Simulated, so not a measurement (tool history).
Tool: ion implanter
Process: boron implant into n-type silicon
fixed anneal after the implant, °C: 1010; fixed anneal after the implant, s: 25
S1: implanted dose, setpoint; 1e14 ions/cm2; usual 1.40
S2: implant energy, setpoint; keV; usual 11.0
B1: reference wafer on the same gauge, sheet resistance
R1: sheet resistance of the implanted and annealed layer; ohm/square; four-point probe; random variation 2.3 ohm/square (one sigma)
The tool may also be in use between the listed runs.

| run | day | S1 | S2 | B1 | R1 |
|---|---|---|---|---|---|
| 1 | 0.000 | 1.40 | 11.0 | 555.90 | 680.45 |
| 2 | 2.604 | 1.40 | 11.0 | 556.29 | 680.60 |
| 3 | 5.100 | 1.40 | 11.0 | 556.09 | 683.86 |
| 4 | 7.208 | 1.40 | 11.0 | 555.69 | 681.97 |
| 5 | 10.517 | 1.40 | 11.0 | 556.44 | 683.96 |
| 6 | 12.454 | 1.40 | 11.0 | 556.18 | 682.97 |
| 7 | 14.462 | 1.40 | 11.0 | 556.02 | 682.11 |
| 8 | 17.208 | 1.40 | 11.0 | 555.93 | 684.87 |
|  | 17.667 | extraction supply calibrated |
| 9 | 19.912 | 1.40 | 11.0 | 555.61 | 685.29 |
| 10 | 21.096 | 1.40 | 11.0 | 555.67 | 686.02 |
| 11 | 22.788 | 1.40 | 11.0 | 555.86 | 690.95 |
| 12 | 24.300 | 1.40 | 11.0 | 556.39 | 685.72 |
|  | 27.367 | Faraday cup replaced and dose calibrated |
| 13 | 30.883 | 1.40 | 11.0 | 556.41 | 672.24 |
|  | 31.800 | gauge calibrated |
| 14 | 32.325 | 1.40 | 11.0 | 555.72 | 675.41 |
| 15 | 34.704 | 1.24 | 8.0 | 556.11 | 780.81 |
| 16 | 35.808 | 1.40 | 11.0 | 556.09 | 675.74 |
| 17 | 38.396 | 1.40 | 11.0 | 555.71 | 677.08 |
| 18 | 40.383 | 1.60 | 8.5 | 556.06 | 631.62 |
| 19 | 41.804 | 1.01 | 12.0 | 556.12 | 870.68 |
| 20 | 42.862 | 1.40 | 7.5 | 556.10 | 717.49 |
| 21 | 44.512 | 1.40 | 14.5 | 556.34 | 660.19 |
| 22 | 46.021 | 1.40 | 8.5 | 556.27 | 703.59 |
| 23 | 48.008 | 1.40 | 11.0 | 555.64 | 681.89 |
| 24 | 50.512 | 1.70 | 9.5 | 555.96 | 597.40 |
| 25 | 52.462 | 1.07 | 11.0 | 556.22 | 850.01 |

The same runs without the tool's hidden state, with the same run-to-run variation:
The hidden state here: deviation of the true dose from the Faraday cup's reading, %; deviation of the true energy from its setpoint, %; gauge reads high (%).
| run | R1 |
|---|---|
| 1 | 670.43 |
| 2 | 668.79 |
| 3 | 670.62 |
| 4 | 667.82 |
| 5 | 668.61 |
| 6 | 667.11 |
| 7 | 665.80 |
| 8 | 667.97 |
| 9 | 667.99 |
| 10 | 668.54 |
| 11 | 673.16 |
| 12 | 667.92 |
| 13 | 668.31 |
| 14 | 669.82 |
| 15 | 771.73 |
| 16 | 666.95 |
| 17 | 666.46 |
| 18 | 620.60 |
| 19 | 855.21 |
| 20 | 703.79 |
| 21 | 647.03 |
| 22 | 688.98 |
| 23 | 667.15 |
| 24 | 583.83 |
| 25 | 830.83 |

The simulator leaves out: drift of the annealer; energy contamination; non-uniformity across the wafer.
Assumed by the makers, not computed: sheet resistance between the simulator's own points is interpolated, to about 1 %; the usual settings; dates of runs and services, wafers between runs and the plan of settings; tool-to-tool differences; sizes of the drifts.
